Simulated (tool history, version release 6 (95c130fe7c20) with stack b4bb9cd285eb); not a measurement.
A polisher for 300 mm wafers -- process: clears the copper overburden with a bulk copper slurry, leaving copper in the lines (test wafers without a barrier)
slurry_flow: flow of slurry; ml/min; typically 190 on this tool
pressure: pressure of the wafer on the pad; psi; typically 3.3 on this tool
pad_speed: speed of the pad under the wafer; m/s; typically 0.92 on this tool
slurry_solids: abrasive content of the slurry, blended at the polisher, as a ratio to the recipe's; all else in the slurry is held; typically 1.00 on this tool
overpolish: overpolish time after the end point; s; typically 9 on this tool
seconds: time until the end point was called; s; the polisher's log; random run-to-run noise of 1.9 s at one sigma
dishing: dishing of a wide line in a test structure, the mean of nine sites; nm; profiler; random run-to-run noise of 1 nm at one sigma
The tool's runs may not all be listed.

run,hour,slurry_flow,pressure,pad_speed,slurry_solids,overpolish,wafers since the last listed run,wafers polished on this pad,hours since the slurry nozzle was cleaned,hours since the head pressure was calibrated,hours since the slurry blender was calibrated,"incoming thickness of the incoming film, nm",seconds,dishing
1,0.0,190,3.3,0.92,1.00,9,0,840,508.2,142.9,190.3,1408.3,162.2,44.1
2,78.3,190,3.3,0.92,1.00,9,468,1309,586.5,221.2,268.6,1415.6,171.4,43.4
3,166.9,190,3.3,0.92,1.00,9,530,1839,675.1,309.8,357.2,1416.9,179.3,43.2
# hour 307.4: slurry nozzle cleaned
4,453.8,190,3.3,0.92,1.00,9,1711,3550,146.4,596.7,644.1,1406.1,180.1,41.1
# hour 503.6: worn pad replaced by a new one
# hour 511.3: slurry blender recalibrated
5,522.9,190,3.3,0.92,1.00,9,377,103,215.5,665.8,11.6,1395.2,149.2,47.1
6,611.0,250,3.3,0.92,1.00,7,527,630,303.6,753.9,99.7,1405.6,159.4,40.1
7,718.2,230,3.3,0.92,1.00,9,641,1272,410.8,861.1,206.9,1388.3,157.7,45.4
8,804.6,190,4.0,0.92,0.70,9,517,1789,497.2,947.5,293.3,1393.3,162.9,43.9
9,851.0,190,3.3,0.92,1.00,9,277,2067,543.6,993.9,339.7,1409.3,171.0,43.5
10,955.7,250,3.3,0.92,1.00,9,626,2693,648.3,1098.6,444.4,1427.0,169.8,44.3
# hour 979.7: slurry nozzle cleaned
11,1004.6,190,3.3,0.92,1.00,9,286,2980,24.9,1147.5,493.3,1412.9,177.1,40.5
12,1047.7,190,3.3,0.92,1.00,9,257,3238,68.0,1190.6,536.4,1409.7,176.9,41.4
13,1099.0,190,3.3,0.66,1.00,9,307,3545,119.3,1241.9,587.7,1395.0,246.2,31.3
14,1154.4,190,2.9,0.92,1.00,9,331,3876,174.7,1297.3,643.1,1393.1,190.3,39.8
# hour 1191.5: head pressure recalibrated
15,1211.9,190,3.3,0.92,1.00,9,332,4208,232.2,20.4,700.6,1413.5,175.6,43.1
# hour 1216.1: worn pad replaced by a new one
16,1261.8,190,3.3,0.92,1.00,9,274,273,282.1,70.3,750.5,1404.0,171.5,41.3
# hour 1325.9: slurry blender recalibrated
17,1344.2,190,3.3,0.92,1.00,9,481,754,364.5,152.7,18.3,1406.8,155.1,46.0
18,1437.4,250,3.3,0.92,1.00,14,557,1312,457.7,245.9,111.5,1410.3,159.9,60.8
19,1502.5,190,2.9,0.62,1.00,8,389,1702,522.8,311.0,176.6,1403.6,268.7,26.5
20,1592.6,160,3.3,1.14,1.00,9,539,2241,612.9,401.1,266.7,1391.0,138.2,49.3
21,1653.9,190,2.7,1.20,1.00,9,366,2608,674.2,462.4,328.0,1403.0,147.7,47.0
# hour 1697.5: slurry nozzle cleaned
22,1747.5,190,4.3,0.82,1.20,6,554,3162,50.0,556.0,421.6,1404.9,150.9,34.4
23,1840.1,190,3.3,0.76,0.85,9,554,3716,142.6,648.6,514.2,1412.8,226.9,36.2
24,1891.6,190,2.9,0.92,1.00,9,308,4024,194.1,700.1,565.7,1400.2,187.8,39.0
# hour 1935.6: worn pad replaced by a new one
25,1976.5,190,3.7,0.92,1.00,9,484,244,279.0,785.0,650.6,1404.8,153.5,45.2
26,2077.8,215,3.7,0.92,1.00,13,606,850,380.3,886.3,751.9,1407.5,156.4,60.1
# hour 2136.3: slurry blender recalibrated
27,2157.6,190,3.3,0.92,1.00,9,465,1316,460.1,966.1,21.3,1392.8,156.0,43.7
28,2262.3,190,3.3,0.92,1.00,9,626,1943,564.8,1070.8,126.0,1392.9,162.5,44.6

Here are 4 independent what-if runs from the current tool condition. What would each one return?
A,2262.8,190,4.3,0.92,1.00,9,2,1946,565.3,1071.3,126.5,1416.9,?,?
B,2262.8,190,3.3,0.92,1.25,7,2,1946,565.3,1071.3,126.5,1416.9,?,?
C,2262.8,190,2.3,1.12,1.10,9,2,1946,565.3,1071.3,126.5,1416.9,?,?
D,2262.8,220,3.0,0.70,1.00,9,2,1946,565.3,1071.3,126.5,1416.9,?,?

run,seconds,dishing
A,135.7,49.1
B,154.4,37.1
C,165.3,41.9
D,226.7,33.4
Without the tool's unlogged condition, the same runs would have read:
run,seconds,dishing
A,123.7,52.2
B,140.6,39.8
C,150.6,44.6
D,206.7,35.9
